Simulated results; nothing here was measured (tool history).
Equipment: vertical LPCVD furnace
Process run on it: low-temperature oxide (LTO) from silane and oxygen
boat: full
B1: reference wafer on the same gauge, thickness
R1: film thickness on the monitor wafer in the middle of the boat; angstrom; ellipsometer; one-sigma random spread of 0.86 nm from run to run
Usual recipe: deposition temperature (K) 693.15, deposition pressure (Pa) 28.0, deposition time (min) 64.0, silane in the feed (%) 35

Run 1, hour 0.0: usual settings but deposition temperature (K) 703.15; B1 602.46. Result: R1 6542.6 angstrom.
Run 2, hour 16.4: usual settings; B1 602.12. Result: R1 5915.1 angstrom.
Run 3, hour 36.1: usual settings; B1 601.60. Result: R1 5936.1 angstrom.
Run 4, hour 57.5: usual settings; B1 601.94. Result: R1 5912.9 angstrom.
Run 5, hour 79.5: usual settings but deposition temperature (K) 688.15, silane in the feed (%) 32; B1 601.95. Result: R1 5020.3 angstrom.
At hour 95.4: gauge calibrated.
Run 6, hour 95.6: usual settings but deposition temperature (K) 688.15, silane in the feed (%) 32; B1 601.89. Result: R1 5017.5 angstrom.
Run 7, hour 116.8: usual settings; B1 601.45. Result: R1 5923.6 angstrom.
Run 8, hour 135.4: usual settings; B1 601.93. Result: R1 5932.1 angstrom.
Run 9, hour 156.9: usual settings but deposition temperature (K) 701.15; B1 601.86. Result: R1 6443.5 angstrom.
Run 10, hour 173.9: usual settings; B1 601.53. Result: R1 5939.9 angstrom.
Run 11, hour 193.8: usual settings but deposition pressure (Pa) 24.7, silane in the feed (%) 33; B1 601.93. Result: R1 4859.5 angstrom.
Run 12, hour 213.6: usual settings but deposition temperature (K) 702.15, deposition time (min) 87.0, silane in the feed (%) 40; B1 602.16. Result: R1 10289.4 angstrom.
Run 13, hour 227.3: usual settings but deposition pressure (Pa) 25.3; B1 602.07. Result: R1 5378.3 angstrom.
Run 14, hour 240.0: usual settings but deposition time (min) 51.0, silane in the feed (%) 32; B1 601.68. Result: R1 4212.5 angstrom.
Run 15, hour 254.3: usual settings but silane in the feed (%) 39; B1 601.89. Result: R1 6753.7 angstrom.
Run 16, hour 265.4: usual settings but deposition temperature (K) 687.15; B1 602.22. Result: R1 5576.3 angstrom.
Run 17, hour 283.8: usual settings but deposition pressure (Pa) 34.0; B1 602.01. Result: R1 7223.2 angstrom.
Run 18, hour 304.8: usual settings but deposition pressure (Pa) 33.3, deposition time (min) 81.5; B1 602.13. Result: R1 8998.1 angstrom.
At hour 331.0: silane flow controller replaced.
At hour 336.2: thermocouples replaced and temperature profile calibrated.
Run 19, hour 336.7: usual settings but deposition temperature (K) 684.15, deposition pressure (Pa) 32.7, deposition time (min) 45.0; B1 601.79. Result: R1 4261.1 angstrom.
Run 20, hour 342.1: usual settings; B1 602.19. Result: R1 5725.5 angstrom.
Run 21, hour 347.9: usual settings but deposition temperature (K) 685.15, deposition time (min) 44.0; B1 602.19. Result: R1 3625.5 angstrom.
Run 22, hour 357.1: usual settings but deposition temperature (K) 685.15; B1 601.85. Result: R1 5273.3 angstrom.
Run 23, hour 367.8: usual settings but deposition pressure (Pa) 34.7, deposition time (min) 71.5; B1 602.40. Result: R1 7950.4 angstrom.
Run 24, hour 378.9: usual settings but deposition pressure (Pa) 22.7; B1 602.02. Result: R1 4661.3 angstrom.
Run 25, hour 395.3: usual settings but deposition temperature (K) 687.15, deposition pressure (Pa) 22.0, silane in the feed (%) 30; B1 601.92. Result: R1 3440.8 angstrom.
Run 26, hour 413.2: usual settings but deposition pressure (Pa) 34.0; B1 601.64. Result: R1 6983.4 angstrom.
Run 27, hour 426.1: usual settings but deposition temperature (K) 705.15, deposition pressure (Pa) 24.7, deposition time (min) 79.5, silane in the feed (%) 41; B1 601.70. Result: R1 8525.1 angstrom.
Run 28, hour 446.2: usual settings but deposition time (min) 89.0, silane in the feed (%) 38; B1 602.40. Result: R1 8824.0 angstrom.
Run 29, hour 457.0: usual settings but deposition temperature (K) 697.15, deposition pressure (Pa) 34.7, deposition time (min) 78.5; B1 602.02. Result: R1 9102.4 angstrom.
Run 30, hour 474.9: usual settings; B1 602.03. Result: R1 5747.3 angstrom.
Run 31, hour 491.6: usual settings but deposition time (min) 55.5; B1 601.83. Result: R1 4994.4 angstrom.
Run 32, hour 510.3: usual settings; B1 602.29. Result: R1 5758.6 angstrom.

For each run, the measured value with the value that run would have given without the tool's hidden condition subtracted. The run-to-run variation is shared by both, the gauge scatter possibly not:
The hidden state here: true tube temperature minus thermocouple reading, K; true pressure minus gauge reading, mTorr; deviation of the silane flow from its setpoint, %; gauge reads high (%).
run      R1
  1  +254.1
  2  +236.8
  3  +239.8
  4  +241.0
  5  +232.1
  6  +233.5
  7  +247.8
  8  +250.1
  9  +269.3
 10  +254.5
 11  +226.5
 12  +359.3
 13  +237.0
 14  +205.3
 15  +256.8
 16  +251.2
 17  +319.6
 18  +401.6
 19   +45.2
 20   +63.6
 21   +41.2
 22   +60.8
 23   +85.8
 24   +59.8
 25   +51.1
 26   +81.1
 27   +97.1
 28  +107.5
 29  +111.1
 30   +78.3
 31   +69.6
 32   +82.2
